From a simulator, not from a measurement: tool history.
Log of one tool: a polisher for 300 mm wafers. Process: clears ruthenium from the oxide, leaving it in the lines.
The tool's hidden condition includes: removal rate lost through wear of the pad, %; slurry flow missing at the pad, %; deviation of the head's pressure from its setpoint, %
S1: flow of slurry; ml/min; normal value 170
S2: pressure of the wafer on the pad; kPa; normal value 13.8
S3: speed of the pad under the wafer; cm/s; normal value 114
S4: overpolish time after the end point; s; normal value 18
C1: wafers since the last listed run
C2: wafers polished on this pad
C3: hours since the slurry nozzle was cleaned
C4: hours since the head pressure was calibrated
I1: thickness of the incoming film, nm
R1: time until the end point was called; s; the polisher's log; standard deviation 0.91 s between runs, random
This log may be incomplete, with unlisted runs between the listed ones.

{"run": 1, "hour": 0.0, "S1": 170, "S2": 13.8, "S3": 104, "S4": 18, "C1": 0, "C2": 1511, "C3": 408.3, "C4": 404.8, "I1": 100.0, "R1": 117.4}
{"run": 2, "hour": 55.3, "S1": 170, "S2": 13.8, "S3": 104, "S4": 18, "C1": 570, "C2": 2081, "C3": 463.6, "C4": 460.1, "I1": 101.0, "R1": 119.8}
{"run": 3, "hour": 124.1, "S1": 170, "S2": 17.2, "S3": 114, "S4": 18, "C1": 709, "C2": 2790, "C3": 532.4, "C4": 528.9, "I1": 99.6, "R1": 90.8}
{"hour": 150.0, "done": "worn pad replaced by a new one"}
{"run": 4, "hour": 154.5, "S1": 170, "S2": 17.2, "S3": 114, "S4": 18, "C1": 272, "C2": 46, "C3": 562.8, "C4": 559.3, "I1": 100.9, "R1": 85.7}
{"run": 5, "hour": 181.1, "S1": 170, "S2": 17.2, "S3": 114, "S4": 18, "C1": 274, "C2": 321, "C3": 589.4, "C4": 585.9, "I1": 98.1, "R1": 84.7}
{"run": 6, "hour": 229.3, "S1": 135, "S2": 13.8, "S3": 114, "S4": 18, "C1": 496, "C2": 818, "C3": 637.6, "C4": 634.1, "I1": 98.5, "R1": 111.1}
{"hour": 254.9, "done": "slurry nozzle cleaned"}
{"run": 7, "hour": 271.4, "S1": 170, "S2": 13.8, "S3": 114, "S4": 18, "C1": 423, "C2": 1241, "C3": 16.5, "C4": 676.2, "I1": 98.5, "R1": 107.0}
{"run": 8, "hour": 328.1, "S1": 170, "S2": 13.8, "S3": 90, "S4": 18, "C1": 584, "C2": 1826, "C3": 73.2, "C4": 732.9, "I1": 100.1, "R1": 129.3}
{"hour": 371.5, "done": "worn pad replaced by a new one"}
{"run": 9, "hour": 387.9, "S1": 170, "S2": 13.8, "S3": 90, "S4": 18, "C1": 575, "C2": 168, "C3": 133.0, "C4": 792.7, "I1": 98.4, "R1": 122.3}
{"run": 10, "hour": 428.2, "S1": 170, "S2": 13.8, "S3": 114, "S4": 18, "C1": 415, "C2": 584, "C3": 173.3, "C4": 833.0, "I1": 98.1, "R1": 104.8}
{"run": 11, "hour": 485.1, "S1": 170, "S2": 15.2, "S3": 114, "S4": 13, "C1": 586, "C2": 1171, "C3": 230.2, "C4": 889.9, "I1": 99.8, "R1": 100.9}
{"hour": 654.6, "done": "worn pad replaced by a new one"}
{"run": 12, "hour": 682.4, "S1": 170, "S2": 13.8, "S3": 104, "S4": 18, "C1": 1993, "C2": 286, "C3": 427.5, "C4": 1087.2, "I1": 100.7, "R1": 116.0}
{"hour": 726.2, "done": "head pressure recalibrated"}
{"run": 13, "hour": 726.7, "S1": 115, "S2": 9.7, "S3": 104, "S4": 11, "C1": 436, "C2": 722, "C3": 471.8, "C4": 0.5, "I1": 100.7, "R1": 179.8}
{"run": 14, "hour": 852.4, "S1": 170, "S2": 13.8, "S3": 86, "S4": 18, "C1": 1296, "C2": 2018, "C3": 597.5, "C4": 126.2, "I1": 100.9, "R1": 133.6}
{"hour": 872.2, "done": "slurry nozzle cleaned"}
{"hour": 882.4, "done": "worn pad replaced by a new one"}
{"run": 15, "hour": 891.9, "S1": 170, "S2": 13.8, "S3": 82, "S4": 18, "C1": 355, "C2": 97, "C3": 19.7, "C4": 165.7, "I1": 99.8, "R1": 129.7}
{"run": 16, "hour": 933.9, "S1": 125, "S2": 17.2, "S3": 114, "S4": 26, "C1": 433, "C2": 530, "C3": 61.7, "C4": 207.7, "I1": 100.3, "R1": 93.6}
{"run": 17, "hour": 989.6, "S1": 230, "S2": 9.7, "S3": 90, "S4": 29, "C1": 574, "C2": 1104, "C3": 117.4, "C4": 263.4, "I1": 99.1, "R1": 169.9}
{"run": 18, "hour": 1041.0, "S1": 170, "S2": 16.5, "S3": 114, "S4": 12, "C1": 529, "C2": 1634, "C3": 168.8, "C4": 314.8, "I1": 101.6, "R1": 94.3}
{"run": 19, "hour": 1082.4, "S1": 170, "S2": 11.7, "S3": 114, "S4": 18, "C1": 426, "C2": 2061, "C3": 210.2, "C4": 356.2, "I1": 99.7, "R1": 128.7}
{"run": 20, "hour": 1127.9, "S1": 205, "S2": 10.3, "S3": 148, "S4": 28, "C1": 469, "C2": 2530, "C3": 255.7, "C4": 401.7, "I1": 100.1, "R1": 122.2}
{"hour": 1147.2, "done": "worn pad replaced by a new one"}
{"run": 21, "hour": 1292.5, "S1": 170, "S2": 13.8, "S3": 114, "S4": 18, "C1": 1655, "C2": 1497, "C3": 420.3, "C4": 566.3, "I1": 100.8, "R1": 111.1}

4 options for the next run, each taken on its own from the tool as it stands now. Forecast them:
{"run": "A", "hour": 1293.0, "S1": 170, "S2": 13.8, "S3": 140, "S4": 18, "C1": 5, "C2": 1503, "C3": 420.8, "C4": 566.8, "I1": 98.6, "R1": "?"}
{"run": "B", "hour": 1293.0, "S1": 130, "S2": 9.7, "S3": 152, "S4": 8, "C1": 5, "C2": 1503, "C3": 420.8, "C4": 566.8, "I1": 98.6, "R1": "?"}
{"run": "C", "hour": 1293.0, "S1": 170, "S2": 17.9, "S3": 130, "S4": 18, "C1": 5, "C2": 1503, "C3": 420.8, "C4": 566.8, "I1": 98.6, "R1": "?"}
{"run": "D", "hour": 1293.0, "S1": 170, "S2": 13.8, "S3": 132, "S4": 18, "C1": 5, "C2": 1503, "C3": 420.8, "C4": 566.8, "I1": 98.6, "R1": "?"}

run=A R1=94.7
run=B R1=134.7
run=C R1=76.6
run=D R1=98.6
Take away the tool's hidden state, keep each run's random variation, and the runs would have read:
run=A R1=91.7
run=B R1=130.4
run=C R1=74.1
run=D R1=95.4

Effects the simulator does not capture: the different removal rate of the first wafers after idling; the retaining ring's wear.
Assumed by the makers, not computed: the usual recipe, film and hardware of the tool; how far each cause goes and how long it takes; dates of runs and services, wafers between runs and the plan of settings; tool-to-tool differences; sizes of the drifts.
